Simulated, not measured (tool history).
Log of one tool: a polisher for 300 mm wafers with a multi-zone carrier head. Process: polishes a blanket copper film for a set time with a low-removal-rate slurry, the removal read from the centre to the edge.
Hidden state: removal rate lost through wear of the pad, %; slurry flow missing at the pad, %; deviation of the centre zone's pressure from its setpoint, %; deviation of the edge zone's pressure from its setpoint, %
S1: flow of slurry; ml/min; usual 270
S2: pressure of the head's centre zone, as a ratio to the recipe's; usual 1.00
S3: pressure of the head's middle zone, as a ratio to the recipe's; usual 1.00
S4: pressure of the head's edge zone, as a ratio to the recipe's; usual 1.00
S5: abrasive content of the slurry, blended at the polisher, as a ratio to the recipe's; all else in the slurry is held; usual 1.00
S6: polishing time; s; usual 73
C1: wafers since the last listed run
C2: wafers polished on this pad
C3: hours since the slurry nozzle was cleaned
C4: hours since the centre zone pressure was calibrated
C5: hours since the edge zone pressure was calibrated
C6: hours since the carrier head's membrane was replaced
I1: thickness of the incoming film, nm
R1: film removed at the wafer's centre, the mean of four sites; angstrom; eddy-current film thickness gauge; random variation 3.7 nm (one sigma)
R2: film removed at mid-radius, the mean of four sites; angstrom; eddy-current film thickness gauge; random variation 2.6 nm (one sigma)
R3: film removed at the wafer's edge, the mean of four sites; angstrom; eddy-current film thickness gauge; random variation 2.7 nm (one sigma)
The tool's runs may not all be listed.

{"run": 1, "hour": 0.0, "S1": 360, "S2": 1.0, "S3": 1.0, "S4": 0.91, "S5": 0.75, "S6": 92, "C1": 0, "C2": 4748, "C3": 88.3, "C4": 281.9, "C5": 971.7, "C6": 1043.1, "I1": 1543.8, "R1": 3703, "R2": 3820, "R3": 3730}
{"hour": 54.4, "done": "worn pad replaced by a new one"}
{"run": 2, "hour": 66.6, "S1": 270, "S2": 0.91, "S3": 1.0, "S4": 1.0, "S5": 1.0, "S6": 73, "C1": 693, "C2": 134, "C3": 154.9, "C4": 348.5, "C5": 1038.3, "C6": 1109.7, "I1": 1563.5, "R1": 2833, "R2": 3312, "R3": 3263}
{"hour": 113.6, "done": "edge zone pressure recalibrated"}
{"run": 3, "hour": 115.1, "S1": 300, "S2": 1.08, "S3": 0.93, "S4": 1.0, "S5": 1.0, "S6": 60, "C1": 515, "C2": 649, "C3": 203.4, "C4": 397.0, "C5": 1.5, "C6": 1158.2, "I1": 1580.4, "R1": 2758, "R2": 2554, "R3": 2720}
{"hour": 145.9, "done": "carrier head's membrane replaced by a new one"}
{"run": 4, "hour": 177.5, "S1": 270, "S2": 1.0, "S3": 1.0, "S4": 1.0, "S5": 1.0, "S6": 73, "C1": 635, "C2": 1285, "C3": 265.8, "C4": 459.4, "C5": 63.9, "C6": 31.6, "I1": 1587.5, "R1": 3147, "R2": 3231, "R3": 3249}
{"run": 5, "hour": 225.3, "S1": 350, "S2": 1.0, "S3": 0.89, "S4": 1.0, "S5": 0.8, "S6": 59, "C1": 529, "C2": 1815, "C3": 313.6, "C4": 507.2, "C5": 111.7, "C6": 79.4, "I1": 1563.7, "R1": 2417, "R2": 2261, "R3": 2473}
{"run": 6, "hour": 269.2, "S1": 270, "S2": 1.0, "S3": 0.92, "S4": 0.95, "S5": 1.1, "S6": 73, "C1": 486, "C2": 2301, "C3": 357.5, "C4": 551.1, "C5": 155.6, "C6": 123.3, "I1": 1582.5, "R1": 3290, "R2": 3140, "R3": 3264}
{"run": 7, "hour": 297.5, "S1": 270, "S2": 1.0, "S3": 1.0, "S4": 1.0, "S5": 1.0, "S6": 73, "C1": 313, "C2": 2614, "C3": 385.8, "C4": 579.4, "C5": 183.9, "C6": 151.6, "I1": 1579.3, "R1": 3154, "R2": 3322, "R3": 3298}
{"run": 8, "hour": 335.9, "S1": 270, "S2": 1.0, "S3": 1.0, "S4": 1.0, "S5": 1.0, "S6": 73, "C1": 425, "C2": 3040, "C3": 424.2, "C4": 617.8, "C5": 222.3, "C6": 190.0, "I1": 1559.4, "R1": 3164, "R2": 3289, "R3": 3275}
{"run": 9, "hour": 378.2, "S1": 270, "S2": 1.0, "S3": 1.0, "S4": 1.0, "S5": 1.0, "S6": 73, "C1": 468, "C2": 3508, "C3": 466.5, "C4": 660.1, "C5": 264.6, "C6": 232.3, "I1": 1564.4, "R1": 3205, "R2": 3256, "R3": 3275}
{"hour": 399.9, "done": "slurry nozzle cleaned"}
{"run": 10, "hour": 406.9, "S1": 270, "S2": 1.0, "S3": 1.0, "S4": 1.0, "S5": 1.0, "S6": 73, "C1": 306, "C2": 3815, "C3": 7.0, "C4": 688.8, "C5": 293.3, "C6": 261.0, "I1": 1537.1, "R1": 3108, "R2": 3263, "R3": 3265}
{"run": 11, "hour": 446.3, "S1": 270, "S2": 1.0, "S3": 1.0, "S4": 1.0, "S5": 0.75, "S6": 82, "C1": 436, "C2": 4251, "C3": 46.4, "C4": 728.2, "C5": 332.7, "C6": 300.4, "I1": 1589.2, "R1": 3274, "R2": 3314, "R3": 3321}
{"run": 12, "hour": 484.3, "S1": 270, "S2": 1.0, "S3": 1.0, "S4": 1.0, "S5": 1.0, "S6": 73, "C1": 420, "C2": 4672, "C3": 84.4, "C4": 766.2, "C5": 370.7, "C6": 338.4, "I1": 1574.4, "R1": 3131, "R2": 3279, "R3": 3260}
{"run": 13, "hour": 509.1, "S1": 270, "S2": 1.0, "S3": 1.0, "S4": 0.96, "S5": 1.15, "S6": 73, "C1": 274, "C2": 4947, "C3": 109.2, "C4": 791.0, "C5": 395.5, "C6": 363.2, "I1": 1559.1, "R1": 3302, "R2": 3425, "R3": 3376}
{"hour": 518.5, "done": "worn pad replaced by a new one"}
{"run": 14, "hour": 541.5, "S1": 180, "S2": 0.95, "S3": 0.94, "S4": 0.95, "S5": 1.0, "S6": 73, "C1": 314, "C2": 254, "C3": 141.6, "C4": 823.4, "C5": 427.9, "C6": 395.6, "I1": 1547.0, "R1": 2873, "R2": 2994, "R3": 3123}
{"hour": 696.7, "done": "centre zone pressure recalibrated"}
{"run": 15, "hour": 723.1, "S1": 270, "S2": 1.0, "S3": 1.0, "S4": 1.0, "S5": 1.0, "S6": 73, "C1": 1989, "C2": 2244, "C3": 323.2, "C4": 26.4, "C5": 609.5, "C6": 577.2, "I1": 1590.7, "R1": 3149, "R2": 3330, "R3": 3247}
{"run": 16, "hour": 768.5, "S1": 270, "S2": 1.0, "S3": 1.0, "S4": 1.0, "S5": 0.85, "S6": 73, "C1": 502, "C2": 2746, "C3": 368.6, "C4": 71.8, "C5": 654.9, "C6": 622.6, "I1": 1556.6, "R1": 3002, "R2": 3112, "R3": 3089}
{"hour": 819.4, "done": "slurry nozzle cleaned"}
{"run": 17, "hour": 822.7, "S1": 270, "S2": 0.95, "S3": 1.0, "S4": 1.0, "S5": 1.0, "S6": 96, "C1": 589, "C2": 3336, "C3": 3.3, "C4": 126.0, "C5": 709.1, "C6": 676.8, "I1": 1572.8, "R1": 4055, "R2": 4344, "R3": 4307}
{"run": 18, "hour": 881.4, "S1": 235, "S2": 1.0, "S3": 0.91, "S4": 1.07, "S5": 1.0, "S6": 53, "C1": 650, "C2": 3986, "C3": 62.0, "C4": 184.7, "C5": 767.8, "C6": 735.5, "I1": 1563.5, "R1": 2241, "R2": 2187, "R3": 2412}
{"run": 19, "hour": 931.7, "S1": 270, "S2": 1.0, "S3": 1.0, "S4": 1.0, "S5": 1.0, "S6": 73, "C1": 557, "C2": 4543, "C3": 112.3, "C4": 235.0, "C5": 818.1, "C6": 785.8, "I1": 1561.8, "R1": 3174, "R2": 3264, "R3": 3258}
{"run": 20, "hour": 982.2, "S1": 270, "S2": 0.9, "S3": 1.0, "S4": 0.91, "S5": 1.0, "S6": 48, "C1": 559, "C2": 5102, "C3": 162.8, "C4": 285.5, "C5": 868.6, "C6": 836.3, "I1": 1552.0, "R1": 1915, "R2": 2183, "R3": 2048}
{"hour": 1010.1, "done": "worn pad replaced by a new one"}
{"run": 21, "hour": 1050.4, "S1": 270, "S2": 1.0, "S3": 1.0, "S4": 1.0, "S5": 1.0, "S6": 52, "C1": 711, "C2": 445, "C3": 231.0, "C4": 353.7, "C5": 936.8, "C6": 904.5, "I1": 1581.8, "R1": 2231, "R2": 2321, "R3": 2293}

What was the tool's hidden state at every run in the log?
removal rate lost through wear of the pad, %: 0 in every run
slurry flow missing at the pad, %: 0 in every run
deviation of the centre zone's pressure from its setpoint, %: 0 in every run
deviation of the edge zone's pressure from its setpoint, %: 0 in every run
